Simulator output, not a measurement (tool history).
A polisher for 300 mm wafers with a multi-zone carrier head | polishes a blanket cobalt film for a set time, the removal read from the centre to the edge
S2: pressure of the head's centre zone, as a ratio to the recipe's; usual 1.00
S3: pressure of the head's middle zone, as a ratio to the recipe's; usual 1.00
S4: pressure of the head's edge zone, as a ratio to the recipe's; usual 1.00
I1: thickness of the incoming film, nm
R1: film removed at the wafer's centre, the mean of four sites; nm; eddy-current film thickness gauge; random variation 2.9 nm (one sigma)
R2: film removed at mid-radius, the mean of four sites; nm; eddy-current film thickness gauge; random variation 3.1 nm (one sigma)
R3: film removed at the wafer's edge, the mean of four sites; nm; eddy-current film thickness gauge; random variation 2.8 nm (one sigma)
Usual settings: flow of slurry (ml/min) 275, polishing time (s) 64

{"run": 1, "day": 0.0, "flow of slurry (ml/min)": 275, "S2": 1.0, "S3": 1.0, "S4": 1.0, "polishing time (s)": 59, "I1": 1357.6, "R1": 221.8, "R2": 224.1, "R3": 216.5}
{"run": 2, "day": 0.696, "flow of slurry (ml/min)": 275, "S2": 1.0, "S3": 1.0, "S4": 1.0, "polishing time (s)": 59, "I1": 1392.4, "R1": 218.2, "R2": 221.5, "R3": 219.2}
{"run": 3, "day": 1.083, "flow of slurry (ml/min)": 275, "S2": 1.0, "S3": 1.0, "S4": 1.0, "polishing time (s)": 64, "I1": 1386.0, "R1": 238.1, "R2": 238.7, "R3": 228.3}
{"day": 1.9, "done": "edge zone pressure recalibrated"}
{"run": 4, "day": 2.242, "flow of slurry (ml/min)": 275, "S2": 1.0, "S3": 1.0, "S4": 1.0, "polishing time (s)": 64, "I1": 1400.1, "R1": 239.0, "R2": 233.7, "R3": 230.0}
{"day": 2.883, "done": "worn pad replaced by a new one, of another model than before"}
{"run": 5, "day": 2.904, "flow of slurry (ml/min)": 275, "S2": 0.94, "S3": 1.0, "S4": 1.0, "polishing time (s)": 64, "I1": 1380.5, "R1": 231.6, "R2": 251.9, "R3": 244.5}
{"run": 6, "day": 3.283, "flow of slurry (ml/min)": 275, "S2": 0.94, "S3": 1.0, "S4": 1.0, "polishing time (s)": 64, "I1": 1357.6, "R1": 228.0, "R2": 244.4, "R3": 242.2}
{"day": 3.379, "done": "centre zone pressure recalibrated"}
{"run": 7, "day": 3.933, "flow of slurry (ml/min)": 275, "S2": 1.0, "S3": 1.0, "S4": 1.0, "polishing time (s)": 64, "I1": 1354.6, "R1": 236.7, "R2": 237.2, "R3": 237.2}
{"run": 8, "day": 4.225, "flow of slurry (ml/min)": 275, "S2": 1.0, "S3": 1.0, "S4": 1.0, "polishing time (s)": 64, "I1": 1378.4, "R1": 231.5, "R2": 240.8, "R3": 236.7}
{"day": 4.604, "done": "carrier head's membrane replaced by a new one"}
{"run": 9, "day": 4.625, "flow of slurry (ml/min)": 230, "S2": 1.0, "S3": 1.03, "S4": 1.0, "polishing time (s)": 51, "I1": 1365.1, "R1": 183.6, "R2": 193.1, "R3": 183.3}
{"run": 10, "day": 5.012, "flow of slurry (ml/min)": 355, "S2": 0.92, "S3": 0.97, "S4": 1.0, "polishing time (s)": 64, "I1": 1381.1, "R1": 225.7, "R2": 241.2, "R3": 237.1}
{"day": 6.171, "done": "worn pad replaced by a new one"}
{"run": 11, "day": 6.192, "flow of slurry (ml/min)": 275, "S2": 1.0, "S3": 1.0, "S4": 1.0, "polishing time (s)": 64, "I1": 1393.7, "R1": 249.3, "R2": 247.1, "R3": 247.1}
{"day": 6.717, "done": "slurry nozzle cleaned"}
{"run": 12, "day": 6.854, "flow of slurry (ml/min)": 275, "S2": 1.0, "S3": 1.0, "S4": 1.0, "polishing time (s)": 64, "I1": 1367.1, "R1": 241.4, "R2": 243.8, "R3": 235.3}
{"run": 13, "day": 7.3, "flow of slurry (ml/min)": 230, "S2": 1.0, "S3": 1.03, "S4": 1.0, "polishing time (s)": 51, "I1": 1388.7, "R1": 190.1, "R2": 188.7, "R3": 181.9}
{"run": 14, "day": 7.629, "flow of slurry (ml/min)": 275, "S2": 0.91, "S3": 1.0, "S4": 1.0, "polishing time (s)": 71, "I1": 1360.9, "R1": 240.4, "R2": 264.5, "R3": 260.7}
{"run": 15, "day": 9.421, "flow of slurry (ml/min)": 275, "S2": 1.08, "S3": 1.0, "S4": 1.03, "polishing time (s)": 64, "I1": 1370.6, "R1": 261.1, "R2": 235.5, "R3": 229.8}
{"day": 9.825, "done": "worn pad replaced by a new one"}
{"run": 16, "day": 9.846, "flow of slurry (ml/min)": 275, "S2": 1.0, "S3": 1.0, "S4": 1.0, "polishing time (s)": 64, "I1": 1393.0, "R1": 246.8, "R2": 249.4, "R3": 244.1}
{"run": 17, "day": 9.988, "flow of slurry (ml/min)": 275, "S2": 1.0, "S3": 1.0, "S4": 1.0, "polishing time (s)": 64, "I1": 1406.4, "R1": 247.5, "R2": 248.2, "R3": 249.1}
{"run": 18, "day": 10.292, "flow of slurry (ml/min)": 275, "S2": 0.96, "S3": 1.0, "S4": 1.05, "polishing time (s)": 64, "I1": 1383.1, "R1": 234.7, "R2": 242.0, "R3": 244.2}
{"run": 19, "day": 10.908, "flow of slurry (ml/min)": 275, "S2": 0.92, "S3": 1.0, "S4": 1.06, "polishing time (s)": 76, "I1": 1410.4, "R1": 257.5, "R2": 283.7, "R3": 284.6}
{"run": 20, "day": 11.317, "flow of slurry (ml/min)": 275, "S2": 1.0, "S3": 1.0, "S4": 1.05, "polishing time (s)": 64, "I1": 1395.1, "R1": 235.8, "R2": 236.9, "R3": 238.4}
{"run": 21, "day": 11.85, "flow of slurry (ml/min)": 250, "S2": 1.0, "S3": 1.0, "S4": 1.08, "polishing time (s)": 64, "I1": 1372.1, "R1": 235.2, "R2": 234.5, "R3": 237.8}

The tool's hidden state at each run:
slurry flow missing at the pad, %: 0 in every run
deviation of the centre zone's pressure from its setpoint, %: 0 in every run
deviation of the edge zone's pressure from its setpoint, %: 0 in every run
H1: removal rate lost through wear of the pad, %
run=1 H1=3.85
run=2 H1=4.8
run=3 H1=5.14
run=4 H1=5.72
run=5 H1=0.618
run=6 H1=2.14
run=7 H1=3.9
run=8 H1=4.44
run=9 H1=5.01
run=10 H1=5.41
run=11 H1=0.352
run=12 H1=2.75
run=13 H1=3.79
run=14 H1=4.36
run=15 H1=5.8
run=16 H1=0.511
run=17 H1=1.13
run=18 H1=2.26
run=19 H1=3.86
run=20 H1=4.56
run=21 H1=5.2
